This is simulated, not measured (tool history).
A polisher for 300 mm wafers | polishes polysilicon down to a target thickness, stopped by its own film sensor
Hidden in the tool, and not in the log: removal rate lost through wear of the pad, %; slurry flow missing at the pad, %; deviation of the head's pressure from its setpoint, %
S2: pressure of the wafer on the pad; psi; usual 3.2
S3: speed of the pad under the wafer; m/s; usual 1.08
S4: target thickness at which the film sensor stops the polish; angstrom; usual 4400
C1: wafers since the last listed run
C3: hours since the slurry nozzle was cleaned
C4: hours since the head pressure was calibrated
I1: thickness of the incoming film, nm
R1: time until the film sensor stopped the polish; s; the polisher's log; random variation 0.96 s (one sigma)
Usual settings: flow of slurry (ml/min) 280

{"run": 1, "hour": 0.0, "flow of slurry (ml/min)": 300, "S2": 3.2, "S3": 1.08, "S4": 4400, "C1": 0, "wafers polished on this pad": 620, "C3": 235.0, "C4": 962.1, "I1": 996.5, "R1": 59.7}
{"run": 2, "hour": 34.6, "flow of slurry (ml/min)": 210, "S2": 3.2, "S3": 1.08, "S4": 4400, "C1": 543, "wafers polished on this pad": 1164, "C3": 269.6, "C4": 996.7, "I1": 1027.3, "R1": 66.0}
{"run": 3, "hour": 64.3, "flow of slurry (ml/min)": 280, "S2": 3.2, "S3": 1.08, "S4": 4400, "C1": 466, "wafers polished on this pad": 1630, "C3": 299.3, "C4": 1026.4, "I1": 1004.8, "R1": 62.6}
{"hour": 87.4, "done": "worn pad replaced by a new one"}
{"run": 4, "hour": 92.9, "flow of slurry (ml/min)": 280, "S2": 3.2, "S3": 1.08, "S4": 4400, "C1": 386, "wafers polished on this pad": 85, "C3": 327.9, "C4": 1055.0, "I1": 1012.0, "R1": 59.3}
{"run": 5, "hour": 125.7, "flow of slurry (ml/min)": 280, "S2": 3.2, "S3": 1.08, "S4": 4400, "C1": 515, "wafers polished on this pad": 600, "C3": 360.7, "C4": 1087.8, "I1": 1007.7, "R1": 61.2}
{"run": 6, "hour": 138.2, "flow of slurry (ml/min)": 280, "S2": 3.2, "S3": 1.08, "S4": 4400, "C1": 196, "wafers polished on this pad": 797, "C3": 373.2, "C4": 1100.3, "I1": 1000.7, "R1": 60.9}
{"run": 7, "hour": 170.0, "flow of slurry (ml/min)": 280, "S2": 3.2, "S3": 1.08, "S4": 4400, "C1": 499, "wafers polished on this pad": 1296, "C3": 405.0, "C4": 1132.1, "I1": 998.1, "R1": 61.2}
{"run": 8, "hour": 225.9, "flow of slurry (ml/min)": 280, "S2": 3.2, "S3": 1.08, "S4": 4400, "C1": 877, "wafers polished on this pad": 2174, "C3": 460.9, "C4": 1188.0, "I1": 1016.4, "R1": 64.6}
{"hour": 241.9, "done": "worn pad replaced by a new one"}
{"run": 9, "hour": 252.4, "flow of slurry (ml/min)": 280, "S2": 3.2, "S3": 1.08, "S4": 4400, "C1": 353, "wafers polished on this pad": 164, "C3": 487.4, "C4": 1214.5, "I1": 998.5, "R1": 65.2}
{"run": 10, "hour": 272.8, "flow of slurry (ml/min)": 280, "S2": 3.2, "S3": 1.08, "S4": 4400, "C1": 320, "wafers polished on this pad": 484, "C3": 507.8, "C4": 1234.9, "I1": 1006.5, "R1": 69.0}
{"run": 11, "hour": 322.7, "flow of slurry (ml/min)": 280, "S2": 3.2, "S3": 1.08, "S4": 4400, "C1": 783, "wafers polished on this pad": 1268, "C3": 557.7, "C4": 1284.8, "I1": 998.6, "R1": 68.1}
{"hour": 352.3, "done": "worn pad replaced by a new one, repeated, since the last time left the tool worse"}
{"run": 12, "hour": 352.8, "flow of slurry (ml/min)": 280, "S2": 3.2, "S3": 1.08, "S4": 4400, "C1": 409, "wafers polished on this pad": 7, "C3": 587.8, "C4": 1314.9, "I1": 1030.7, "R1": 61.4}
{"run": 13, "hour": 377.6, "flow of slurry (ml/min)": 340, "S2": 3.2, "S3": 0.88, "S4": 4400, "C1": 389, "wafers polished on this pad": 396, "C3": 612.6, "C4": 1339.7, "I1": 1007.1, "R1": 70.3}
{"run": 14, "hour": 410.2, "flow of slurry (ml/min)": 280, "S2": 3.2, "S3": 1.08, "S4": 4400, "C1": 511, "wafers polished on this pad": 908, "C3": 645.2, "C4": 1372.3, "I1": 1017.6, "R1": 64.5}
{"run": 15, "hour": 424.4, "flow of slurry (ml/min)": 280, "S2": 3.5, "S3": 0.76, "S4": 4400, "C1": 223, "wafers polished on this pad": 1131, "C3": 659.4, "C4": 1386.5, "I1": 1008.1, "R1": 77.1}
{"run": 16, "hour": 444.0, "flow of slurry (ml/min)": 280, "S2": 3.2, "S3": 1.36, "S4": 3110, "C1": 307, "wafers polished on this pad": 1439, "C3": 679.0, "C4": 1406.1, "I1": 1004.6, "R1": 63.5}
{"run": 17, "hour": 456.6, "flow of slurry (ml/min)": 240, "S2": 3.2, "S3": 1.08, "S4": 4400, "C1": 197, "wafers polished on this pad": 1637, "C3": 691.6, "C4": 1418.7, "I1": 1013.2, "R1": 65.4}
{"hour": 467.2, "done": "head pressure recalibrated"}
{"hour": 486.3, "done": "worn pad replaced by a new one"}
{"run": 18, "hour": 491.4, "flow of slurry (ml/min)": 180, "S2": 3.7, "S3": 1.18, "S4": 4960, "C1": 452, "wafers polished on this pad": 80, "C3": 726.4, "C4": 24.2, "I1": 1026.1, "R1": 50.7}
{"run": 19, "hour": 525.1, "flow of slurry (ml/min)": 360, "S2": 3.2, "S3": 0.72, "S4": 4400, "C1": 529, "wafers polished on this pad": 609, "C3": 760.1, "C4": 57.9, "I1": 1014.0, "R1": 83.1}
{"hour": 530.3, "done": "slurry nozzle cleaned"}
{"run": 20, "hour": 544.3, "flow of slurry (ml/min)": 280, "S2": 3.2, "S3": 1.08, "S4": 2620, "C1": 285, "wafers polished on this pad": 895, "C3": 14.0, "C4": 77.1, "I1": 1010.7, "R1": 81.2}
{"run": 21, "hour": 564.3, "flow of slurry (ml/min)": 280, "S2": 4.1, "S3": 1.38, "S4": 2570, "C1": 314, "wafers polished on this pad": 1209, "C3": 34.0, "C4": 97.1, "I1": 1010.2, "R1": 58.5}
{"run": 22, "hour": 588.3, "flow of slurry (ml/min)": 280, "S2": 3.2, "S3": 1.08, "S4": 2620, "C1": 376, "wafers polished on this pad": 1586, "C3": 58.0, "C4": 121.1, "I1": 1015.6, "R1": 81.3}
{"run": 23, "hour": 611.1, "flow of slurry (ml/min)": 280, "S2": 2.4, "S3": 1.42, "S4": 4400, "C1": 358, "wafers polished on this pad": 1944, "C3": 80.8, "C4": 143.9, "I1": 995.2, "R1": 59.4}
{"run": 24, "hour": 646.0, "flow of slurry (ml/min)": 215, "S2": 3.2, "S3": 1.2, "S4": 5480, "C1": 548, "wafers polished on this pad": 2492, "C3": 115.7, "C4": 178.8, "I1": 995.8, "R1": 45.4}
{"hour": 654.1, "done": "worn pad replaced by a new one"}
{"run": 25, "hour": 679.2, "flow of slurry (ml/min)": 280, "S2": 3.2, "S3": 1.32, "S4": 4400, "C1": 458, "wafers polished on this pad": 394, "C3": 148.9, "C4": 212.0, "I1": 1011.2, "R1": 54.0}
{"run": 26, "hour": 706.5, "flow of slurry (ml/min)": 280, "S2": 3.8, "S3": 1.42, "S4": 2640, "C1": 428, "wafers polished on this pad": 823, "C3": 176.2, "C4": 239.3, "I1": 1004.7, "R1": 58.4}
{"run": 27, "hour": 729.3, "flow of slurry (ml/min)": 280, "S2": 4.0, "S3": 1.08, "S4": 4400, "C1": 358, "wafers polished on this pad": 1181, "C3": 199.0, "C4": 262.1, "I1": 1001.3, "R1": 53.4}
{"run": 28, "hour": 746.7, "flow of slurry (ml/min)": 215, "S2": 3.2, "S3": 1.2, "S4": 5480, "C1": 273, "wafers polished on this pad": 1454, "C3": 216.4, "C4": 279.5, "I1": 1015.8, "R1": 48.6}

The same runs without the tool's hidden state, with the same run-to-run variation:
run=1 R1=57.4
run=2 R1=62.6
run=3 R1=59.0
run=4 R1=58.8
run=5 R1=59.3
run=6 R1=58.6
run=7 R1=58.3
run=8 R1=61.1
run=9 R1=57.6
run=10 R1=59.9
run=11 R1=57.8
run=12 R1=61.0
run=13 R1=68.3
run=14 R1=61.6
run=15 R1=73.3
run=16 R1=60.1
run=17 R1=61.8
run=18 R1=50.2
run=19 R1=80.3
run=20 R1=77.9
run=21 R1=55.8
run=22 R1=77.1
run=23 R1=56.2
run=24 R1=42.9
run=25 R1=52.5
run=26 R1=55.9
run=27 R1=50.8
run=28 R1=46.0
